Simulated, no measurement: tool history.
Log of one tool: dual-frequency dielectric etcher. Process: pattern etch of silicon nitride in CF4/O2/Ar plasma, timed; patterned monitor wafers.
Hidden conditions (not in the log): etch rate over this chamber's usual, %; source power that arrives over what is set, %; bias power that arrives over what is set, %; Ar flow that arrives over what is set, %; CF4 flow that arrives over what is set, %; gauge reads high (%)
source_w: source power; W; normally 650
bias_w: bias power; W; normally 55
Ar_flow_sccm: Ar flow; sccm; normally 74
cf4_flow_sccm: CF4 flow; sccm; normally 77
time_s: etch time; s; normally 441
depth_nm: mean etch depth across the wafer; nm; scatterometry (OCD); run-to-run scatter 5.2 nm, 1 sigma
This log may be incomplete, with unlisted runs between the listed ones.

| run | hour | source_w | bias_w | Ar_flow_sccm | cf4_flow_sccm | time_s | wafers since the last listed run | hours since the last wet clean | hours since the last source power generator calibration | hours since the last bias power generator calibration | hours since the last Ar flow controller change | hours since the last CF4 flow controller change | hours since the last upper electrode change | hours since the gauge calibration | read-back reference wafer on the same gauge, depth_nm | depth_nm |
|---|---|---|---|---|---|---|---|---|---|---|---|---|---|---|---|---|
| 1 | 0 | 650 | 55 | 74 | 77 | 441 | 0 | 93.1 | 72.4 | 125.7 | 42.5 | 1378.1 | 2588.7 | 422.1 | 866.3 | 965.9 |
| 2 | 6.4 | 650 | 55 | 86 | 77 | 441 | 21 | 99.5 | 78.8 | 132.1 | 48.9 | 1384.5 | 2595.1 | 428.5 | 862.1 | 949.6 |
| 3 | 13.9 | 780 | 45 | 74 | 77 | 351.5 | 25 | 107 | 86.3 | 139.6 | 56.4 | 1392 | 2602.6 | 436 | 864.5 | 807.2 |
|  | 48.8 | upper electrode replaced |
| 4 | 49.3 | 650 | 55 | 74 | 85 | 441 | 38 | 142.4 | 121.7 | 175 | 91.8 | 1427.4 | 0.5 | 471.4 | 865.5 | 966.4 |
| 5 | 49.7 | 650 | 63 | 74 | 77 | 483 | 1 | 142.8 | 122.1 | 175.4 | 92.2 | 1427.8 | 0.9 | 471.8 | 865.9 | 1099.6 |
| 6 | 58 | 580 | 55 | 74 | 92 | 441 | 28 | 151.1 | 130.4 | 183.7 | 100.5 | 1436.1 | 9.2 | 480.1 | 864.1 | 895.8 |
| 7 | 65.1 | 650 | 44 | 85 | 95 | 404 | 24 | 158.2 | 137.5 | 190.8 | 107.6 | 1443.2 | 16.3 | 487.2 | 865.8 | 811.6 |
| 8 | 71.3 | 580 | 55 | 74 | 92 | 441 | 21 | 164.4 | 143.7 | 197 | 113.8 | 1449.4 | 22.5 | 493.4 | 865.3 | 887.1 |
|  | 77.5 | gauge calibrated |
| 9 | 84.6 | 650 | 60 | 74 | 88 | 441 | 45 | 177.7 | 157 | 210.3 | 127.1 | 1462.7 | 35.8 | 7.1 | 863.1 | 1001.3 |
| 10 | 100.9 | 800 | 55 | 69 | 77 | 441 | 55 | 194 | 173.3 | 226.6 | 143.4 | 1479 | 52.1 | 23.4 | 864.2 | 1111.5 |
| 11 | 111.6 | 600 | 61 | 74 | 93 | 441 | 36 | 204.7 | 184 | 237.3 | 154.1 | 1489.7 | 62.8 | 34.1 | 864.9 | 954.9 |
| 12 | 121.1 | 550 | 55 | 74 | 77 | 441 | 32 | 214.2 | 193.5 | 246.8 | 163.6 | 1499.2 | 72.3 | 43.6 | 865.4 | 842.5 |
| 13 | 135.5 | 650 | 67 | 65 | 77 | 534.5 | 48 | 228.6 | 207.9 | 261.2 | 178 | 1513.6 | 86.7 | 58 | 865.3 | 1249.9 |
|  | 151.3 | CF4 flow controller replaced |
| 14 | 151.8 | 770 | 55 | 74 | 77 | 441 | 34 | 244.9 | 224.2 | 277.5 | 194.3 | 0.5 | 103 | 74.3 | 865.1 | 1068.6 |
| 15 | 162.1 | 790 | 43 | 90 | 77 | 441 | 34 | 255.2 | 234.5 | 287.8 | 204.6 | 10.8 | 113.3 | 84.6 | 865.5 | 973.1 |
| 16 | 177.1 | 650 | 55 | 74 | 77 | 441 | 50 | 270.2 | 249.5 | 302.8 | 219.6 | 25.8 | 128.3 | 99.6 | 865.1 | 949 |
| 17 | 225.2 | 650 | 51 | 74 | 92 | 441 | 163 | 318.3 | 297.6 | 350.9 | 267.7 | 73.9 | 176.4 | 147.7 | 864.4 | 931.6 |
| 18 | 237.9 | 650 | 55 | 63 | 77 | 441 | 43 | 331 | 310.3 | 363.6 | 280.4 | 86.6 | 189.1 | 160.4 | 863.5 | 943.3 |
| 19 | 248.9 | 590 | 42 | 81 | 77 | 372 | 37 | 342 | 321.3 | 374.6 | 291.4 | 97.6 | 200.1 | 171.4 | 862.8 | 659.7 |
| 20 | 261 | 800 | 68 | 58 | 77 | 373.5 | 41 | 354.1 | 333.4 | 386.7 | 303.5 | 109.7 | 212.2 | 183.5 | 863.3 | 1023.3 |
| 21 | 272.8 | 770 | 55 | 74 | 65 | 441 | 40 | 365.9 | 345.2 | 398.5 | 315.3 | 121.5 | 224 | 195.3 | 864.9 | 1035.9 |
| 22 | 281 | 650 | 55 | 74 | 77 | 441 | 27 | 374.1 | 353.4 | 406.7 | 323.5 | 129.7 | 232.2 | 203.5 | 864.7 | 937.5 |

Here are 3 independent what-if runs from the current tool condition. What would each one return?
| A | 281.5 | 650 | 55 | 74 | 77 | 441 | 1 | 374.6 | 353.9 | 407.2 | 324 | 130.2 | 232.7 | 204 | ? | ? |
| B | 281.5 | 760 | 62 | 63 | 77 | 441 | 1 | 374.6 | 353.9 | 407.2 | 324 | 130.2 | 232.7 | 204 | ? | ? |
| C | 281.5 | 700 | 55 | 74 | 84 | 364 | 1 | 374.6 | 353.9 | 407.2 | 324 | 130.2 | 232.7 | 204 | ? | ? |

| run | read-back reference wafer on the same gauge, depth_nm | depth_nm |
|---|---|---|
| A | 866 | 933 |
| B | 866 | 1112.8 |
| C | 866 | 819.8 |
Without the tool's unlogged condition, the same runs would have read:
| run | depth_nm |
|---|---|
| A | 963.7 |
| B | 1149.4 |
| C | 846.8 |

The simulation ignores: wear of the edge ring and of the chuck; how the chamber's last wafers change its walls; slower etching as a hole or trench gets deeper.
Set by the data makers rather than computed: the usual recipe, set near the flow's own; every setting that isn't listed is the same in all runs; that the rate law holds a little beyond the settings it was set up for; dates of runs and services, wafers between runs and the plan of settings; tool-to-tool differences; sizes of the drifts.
